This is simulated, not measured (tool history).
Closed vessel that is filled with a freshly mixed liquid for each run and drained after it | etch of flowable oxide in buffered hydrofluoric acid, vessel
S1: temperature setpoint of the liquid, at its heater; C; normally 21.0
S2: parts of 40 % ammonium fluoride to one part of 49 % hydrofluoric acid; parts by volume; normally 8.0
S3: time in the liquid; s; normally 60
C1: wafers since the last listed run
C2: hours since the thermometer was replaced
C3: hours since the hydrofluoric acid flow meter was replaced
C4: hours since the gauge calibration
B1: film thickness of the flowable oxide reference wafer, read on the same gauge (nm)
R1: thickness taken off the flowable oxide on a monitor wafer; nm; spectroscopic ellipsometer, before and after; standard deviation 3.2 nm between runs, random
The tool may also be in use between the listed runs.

| run | hour | S1 | S2 | S3 | C1 | C2 | C3 | C4 | B1 | R1 |
|---|---|---|---|---|---|---|---|---|---|---|
| 1 | 0.0 | 21.0 | 8.0 | 60 | 0 | 410.8 | 385.4 | 2978.3 | 107.17 | 317.74 |
| 2 | 301.9 | 21.0 | 8.0 | 60 | 33048 | 712.7 | 687.3 | 3280.2 | 106.89 | 312.54 |
| 3 | 349.5 | 21.0 | 8.0 | 60 | 5210 | 760.3 | 734.9 | 3327.8 | 106.89 | 312.27 |
| 4 | 391.0 | 21.0 | 8.0 | 60 | 4542 | 801.8 | 776.4 | 3369.3 | 106.86 | 318.56 |
| 5 | 524.1 | 18.0 | 8.0 | 75 | 14570 | 934.9 | 909.5 | 3502.4 | 106.78 | 331.15 |
| 6 | 620.2 | 21.0 | 8.0 | 85 | 10519 | 1031.0 | 1005.6 | 3598.5 | 106.73 | 442.64 |
| 7 | 724.5 | 21.0 | 8.0 | 85 | 11417 | 1135.3 | 1109.9 | 3702.8 | 106.66 | 443.31 |
| 8 | 815.4 | 21.0 | 8.0 | 85 | 9950 | 1226.2 | 1200.8 | 3793.7 | 106.59 | 449.94 |
|  | 872.6 | thermometer replaced |
| 9 | 904.0 | 21.0 | 8.0 | 60 | 9589 | 31.4 | 1289.4 | 3882.3 | 106.59 | 314.95 |
| 10 | 941.3 | 21.0 | 8.0 | 60 | 4083 | 68.7 | 1326.7 | 3919.6 | 106.56 | 318.19 |
| 11 | 1031.7 | 21.0 | 8.0 | 60 | 9895 | 159.1 | 1417.1 | 4010.0 | 106.54 | 320.04 |
| 12 | 1080.7 | 21.0 | 8.0 | 60 | 5363 | 208.1 | 1466.1 | 4059.0 | 106.50 | 312.97 |
|  | 1102.6 | gauge calibrated |
| 13 | 1172.1 | 21.0 | 8.0 | 60 | 10005 | 299.5 | 1557.5 | 69.5 | 119.88 | 357.03 |
|  | 1178.1 | hydrofluoric acid flow meter replaced |
| 14 | 1232.1 | 21.0 | 8.0 | 60 | 6458 | 359.5 | 54.0 | 129.5 | 119.29 | 358.13 |
| 15 | 1335.6 | 23.0 | 9.5 | 35 | 11329 | 463.0 | 157.5 | 233.0 | 118.39 | 192.90 |
| 16 | 1400.1 | 21.0 | 8.0 | 85 | 7060 | 527.5 | 222.0 | 297.5 | 117.85 | 490.79 |
| 17 | 1485.0 | 21.0 | 9.0 | 60 | 9293 | 612.4 | 306.9 | 382.4 | 117.26 | 309.94 |
| 18 | 1547.3 | 21.0 | 8.0 | 90 | 6819 | 674.7 | 369.2 | 444.7 | 116.79 | 516.71 |
| 19 | 1633.1 | 21.0 | 11.0 | 60 | 9392 | 760.5 | 455.0 | 530.5 | 116.19 | 256.38 |
| 20 | 1737.9 | 25.0 | 8.0 | 60 | 11472 | 865.3 | 559.8 | 635.3 | 115.54 | 427.91 |
| 21 | 1806.9 | 22.5 | 8.0 | 60 | 7553 | 934.3 | 628.8 | 704.3 | 115.13 | 367.67 |
| 22 | 1895.3 | 17.5 | 9.0 | 30 | 9676 | 1022.7 | 717.2 | 792.7 | 114.63 | 122.61 |
| 23 | 1996.0 | 21.0 | 10.5 | 60 | 11023 | 1123.4 | 817.9 | 893.4 | 114.11 | 264.46 |
| 24 | 2090.8 | 19.5 | 6.5 | 60 | 10377 | 1218.2 | 912.7 | 988.2 | 113.69 | 377.22 |
| 25 | 2186.7 | 19.0 | 8.0 | 50 | 10497 | 1314.1 | 1008.6 | 1084.1 | 113.28 | 249.59 |
| 26 | 2227.7 | 18.5 | 5.5 | 45 | 4488 | 1355.1 | 1049.6 | 1125.1 | 113.09 | 310.62 |
| 27 | 2324.5 | 21.0 | 8.0 | 60 | 10596 | 1451.9 | 1146.4 | 1221.9 | 112.74 | 340.57 |
| 28 | 2371.6 | 21.0 | 8.0 | 85 | 5155 | 1499.0 | 1193.5 | 1269.0 | 112.54 | 469.87 |
|  | 2404.9 | thermometer replaced |
| 29 | 2458.5 | 25.5 | 9.5 | 40 | 9403 | 53.6 | 1280.4 | 1355.9 | 112.28 | 243.41 |
| 30 | 2510.4 | 21.0 | 7.0 | 95 | 5681 | 105.5 | 1332.3 | 1407.8 | 112.10 | 599.84 |
|  | 2555.4 | hydrofluoric acid flow meter replaced |
| 31 | 2607.5 | 17.0 | 8.0 | 60 | 10519 | 202.6 | 52.1 | 1504.9 | 111.83 | 267.48 |
| 32 | 2700.5 | 18.0 | 6.0 | 50 | 10180 | 295.6 | 145.1 | 1597.9 | 111.51 | 303.43 |
| 33 | 2780.3 | 21.0 | 8.0 | 60 | 8735 | 375.4 | 224.9 | 1677.7 | 111.31 | 328.73 |
| 34 | 2874.6 | 17.0 | 10.0 | 50 | 10322 | 469.7 | 319.2 | 1772.0 | 111.07 | 181.40 |

Run by run, hidden condition taken away, random variation retained:
Hidden conditions of the tool in this case: liquid hotter than its thermometer reads (K); hydrofluoric acid flow above the setpoint (%); gauge reads high (%).
| run | R1 |
|---|---|
| 1 | 355.82 |
| 2 | 350.78 |
| 3 | 350.58 |
| 4 | 357.74 |
| 5 | 372.17 |
| 6 | 497.72 |
| 7 | 498.73 |
| 8 | 506.39 |
| 9 | 354.60 |
| 10 | 358.30 |
| 11 | 360.51 |
| 12 | 352.60 |
| 13 | 357.48 |
| 14 | 360.26 |
| 15 | 195.51 |
| 16 | 499.65 |
| 17 | 317.28 |
| 18 | 530.97 |
| 19 | 264.77 |
| 20 | 444.43 |
| 21 | 383.20 |
| 22 | 128.33 |
| 23 | 278.03 |
| 24 | 398.13 |
| 25 | 264.40 |
| 26 | 329.53 |
| 27 | 362.52 |
| 28 | 500.91 |
| 29 | 260.19 |
| 30 | 642.16 |
| 31 | 287.12 |
| 32 | 326.48 |
| 33 | 354.39 |
| 34 | 195.97 |
